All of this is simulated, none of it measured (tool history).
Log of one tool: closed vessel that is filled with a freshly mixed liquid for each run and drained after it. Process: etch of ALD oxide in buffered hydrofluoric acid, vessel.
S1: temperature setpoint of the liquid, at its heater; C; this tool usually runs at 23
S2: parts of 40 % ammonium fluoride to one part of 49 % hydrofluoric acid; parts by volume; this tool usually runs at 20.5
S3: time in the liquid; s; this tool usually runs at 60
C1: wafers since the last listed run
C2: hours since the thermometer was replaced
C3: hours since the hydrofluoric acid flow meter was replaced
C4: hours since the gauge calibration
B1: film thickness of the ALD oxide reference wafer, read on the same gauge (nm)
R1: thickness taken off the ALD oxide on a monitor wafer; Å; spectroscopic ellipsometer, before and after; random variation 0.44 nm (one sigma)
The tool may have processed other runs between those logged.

{"run": 1, "hour": 0.0, "S1": 23, "S2": 20.5, "S3": 40, "C1": 0, "C2": 616.2, "C3": 999.9, "C4": 880.4, "B1": 149.99, "R1": 480.6}
{"run": 2, "hour": 39.1, "S1": 23, "S2": 20.5, "S3": 40, "C1": 3468, "C2": 655.3, "C3": 1039, "C4": 919.5, "B1": 150.02, "R1": 484.7}
{"run": 3, "hour": 100.2, "S1": 23, "S2": 20.5, "S3": 40, "C1": 5419, "C2": 716.4, "C3": 1100.1, "C4": 980.6, "B1": 149.98, "R1": 483.9}
{"run": 4, "hour": 142.1, "S1": 27, "S2": 20.5, "S3": 85, "C1": 3716, "C2": 758.3, "C3": 1142, "C4": 1022.5, "B1": 150, "R1": 1267.4}
{"run": 5, "hour": 208.8, "S1": 23, "S2": 20.5, "S3": 60, "C1": 5916, "C2": 825, "C3": 1208.7, "C4": 1089.2, "B1": 150.02, "R1": 723.7}
{"run": 6, "hour": 272.5, "S1": 23, "S2": 20.5, "S3": 60, "C1": 5650, "C2": 888.7, "C3": 1272.4, "C4": 1152.9, "B1": 149.99, "R1": 735}
{"run": 7, "hour": 343.3, "S1": 23, "S2": 20.5, "S3": 60, "C1": 6280, "C2": 959.5, "C3": 1343.2, "C4": 1223.7, "B1": 150, "R1": 731.2}
{"run": 8, "hour": 408.2, "S1": 23, "S2": 20.5, "S3": 60, "C1": 5757, "C2": 1024.4, "C3": 1408.1, "C4": 1288.6, "B1": 149.99, "R1": 732.6}
{"run": 9, "hour": 451.8, "S1": 23, "S2": 20.5, "S3": 60, "C1": 3867, "C2": 1068, "C3": 1451.7, "C4": 1332.2, "B1": 149.98, "R1": 726.8}
{"run": 10, "hour": 507.7, "S1": 23, "S2": 20.5, "S3": 60, "C1": 4958, "C2": 1123.9, "C3": 1507.6, "C4": 1388.1, "B1": 149.98, "R1": 731.9}
{"run": 11, "hour": 562.5, "S1": 23, "S2": 20.5, "S3": 60, "C1": 4861, "C2": 1178.7, "C3": 1562.4, "C4": 1442.9, "B1": 149.98, "R1": 736.8}
{"run": 12, "hour": 599.2, "S1": 23, "S2": 20.5, "S3": 60, "C1": 3255, "C2": 1215.4, "C3": 1599.1, "C4": 1479.6, "B1": 149.99, "R1": 731.7}
{"run": 13, "hour": 656.5, "S1": 23, "S2": 20.5, "S3": 60, "C1": 5082, "C2": 1272.7, "C3": 1656.4, "C4": 1536.9, "B1": 149.99, "R1": 737.5}
{"hour": 724.0, "done": "hydrofluoric acid flow meter replaced"}
{"run": 14, "hour": 783.5, "S1": 23, "S2": 20.5, "S3": 30, "C1": 11176, "C2": 1399.7, "C3": 59.5, "C4": 1663.9, "B1": 150.01, "R1": 365.3}
{"hour": 816.9, "done": "thermometer replaced"}
{"run": 15, "hour": 838.4, "S1": 23, "S2": 20.5, "S3": 60, "C1": 4781, "C2": 21.5, "C3": 114.4, "C4": 1718.8, "B1": 149.99, "R1": 715.5}
{"run": 16, "hour": 900.1, "S1": 19, "S2": 20.5, "S3": 30, "C1": 5473, "C2": 83.2, "C3": 176.1, "C4": 1780.5, "B1": 150, "R1": 291.1}
{"hour": 929.9, "done": "gauge calibrated"}
{"run": 17, "hour": 948.1, "S1": 23, "S2": 20.5, "S3": 60, "C1": 4257, "C2": 131.2, "C3": 224.1, "C4": 18.2, "B1": 149.99, "R1": 715.1}
{"run": 18, "hour": 1039.6, "S1": 23, "S2": 25, "S3": 85, "C1": 8116, "C2": 222.7, "C3": 315.6, "C4": 109.7, "B1": 150.01, "R1": 893.3}
{"run": 19, "hour": 1095.0, "S1": 19.5, "S2": 25.5, "S3": 50, "C1": 4914, "C2": 278.1, "C3": 371, "C4": 165.1, "B1": 150, "R1": 420.1}
{"run": 20, "hour": 1157.4, "S1": 23, "S2": 20.5, "S3": 60, "C1": 5535, "C2": 340.5, "C3": 433.4, "C4": 227.5, "B1": 149.99, "R1": 724.3}
{"run": 21, "hour": 1193.8, "S1": 25, "S2": 15, "S3": 90, "C1": 3228, "C2": 376.9, "C3": 469.8, "C4": 263.9, "B1": 150.01, "R1": 1610.3}
{"run": 22, "hour": 1225.9, "S1": 21, "S2": 20.5, "S3": 30, "C1": 2847, "C2": 409, "C3": 501.9, "C4": 296, "B1": 150.01, "R1": 321.9}
{"run": 23, "hour": 1261.9, "S1": 21, "S2": 25, "S3": 45, "C1": 3193, "C2": 445, "C3": 537.9, "C4": 332, "B1": 150.01, "R1": 422.4}
{"run": 24, "hour": 1369.7, "S1": 23, "S2": 20.5, "S3": 60, "C1": 9562, "C2": 552.8, "C3": 645.7, "C4": 439.8, "B1": 150, "R1": 722.3}
{"run": 25, "hour": 1408.9, "S1": 23, "S2": 26, "S3": 45, "C1": 3477, "C2": 592, "C3": 684.9, "C4": 479, "B1": 150.01, "R1": 461.9}
{"run": 26, "hour": 1446.9, "S1": 21.5, "S2": 20.5, "S3": 60, "C1": 3370, "C2": 630, "C3": 722.9, "C4": 517, "B1": 150, "R1": 669.6}
{"run": 27, "hour": 1517.0, "S1": 23, "S2": 17.5, "S3": 85, "C1": 6218, "C2": 700.1, "C3": 793, "C4": 587.1, "B1": 150.01, "R1": 1200.4}
{"run": 28, "hour": 1546.8, "S1": 23, "S2": 28, "S3": 60, "C1": 2643, "C2": 729.9, "C3": 822.8, "C4": 616.9, "B1": 150, "R1": 587.2}
{"run": 29, "hour": 1592.9, "S1": 21.5, "S2": 20.5, "S3": 60, "C1": 4089, "C2": 776, "C3": 868.9, "C4": 663, "B1": 150.02, "R1": 674.4}
{"run": 30, "hour": 1653.9, "S1": 23, "S2": 20.5, "S3": 60, "C1": 5411, "C2": 837, "C3": 929.9, "C4": 724, "B1": 150, "R1": 730.4}
{"run": 31, "hour": 1714.4, "S1": 27.5, "S2": 26, "S3": 80, "C1": 5366, "C2": 897.5, "C3": 990.4, "C4": 784.5, "B1": 149.98, "R1": 1043}
{"run": 32, "hour": 1753.7, "S1": 21.5, "S2": 20.5, "S3": 70, "C1": 3486, "C2": 936.8, "C3": 1029.7, "C4": 823.8, "B1": 149.99, "R1": 777.4}
{"run": 33, "hour": 1802.2, "S1": 20, "S2": 20.5, "S3": 45, "C1": 4302, "C2": 985.3, "C3": 1078.2, "C4": 872.3, "B1": 149.99, "R1": 463.5}
{"run": 34, "hour": 1840.4, "S1": 23, "S2": 16, "S3": 90, "C1": 3388, "C2": 1023.5, "C3": 1116.4, "C4": 910.5, "B1": 150.01, "R1": 1395.4}
{"run": 35, "hour": 1905.2, "S1": 23, "S2": 20.5, "S3": 85, "C1": 5748, "C2": 1088.3, "C3": 1181.2, "C4": 975.3, "B1": 150.01, "R1": 1033.8}

Below, each run's measurement less what the same run would have read without the hidden state. Both values contain the same run-to-run variation, but the gauge's scatter may not be the same in both:
Hidden state present: liquid hotter than its thermometer reads (K); hydrofluoric acid flow above the setpoint (%); gauge reads high (%).
run=1 R1=+5
run=2 R1=+5.6
run=3 R1=+6.1
run=4 R1=+16.2
run=5 R1=+10.3
run=6 R1=+11.3
run=7 R1=+12
run=8 R1=+12.8
run=9 R1=+13.4
run=10 R1=+14
run=11 R1=+14.9
run=12 R1=+15.2
run=13 R1=+16
run=14 R1=+8.8
run=15 R1=+1.9
run=16 R1=+1.1
run=17 R1=+3.5
run=18 R1=+5.4
run=19 R1=+3.1
run=20 R1=+5.9
run=21 R1=+13.9
run=22 R1=+3
run=23 R1=+4.2
run=24 R1=+8.7
run=25 R1=+5.9
run=26 R1=+8.9
run=27 R1=+17.1
run=28 R1=+8.7
run=29 R1=+10.7
run=30 R1=+12.4
run=31 R1=+18.3
run=32 R1=+14.5
run=33 R1=+9
run=34 R1=+28.1
run=35 R1=+21.9
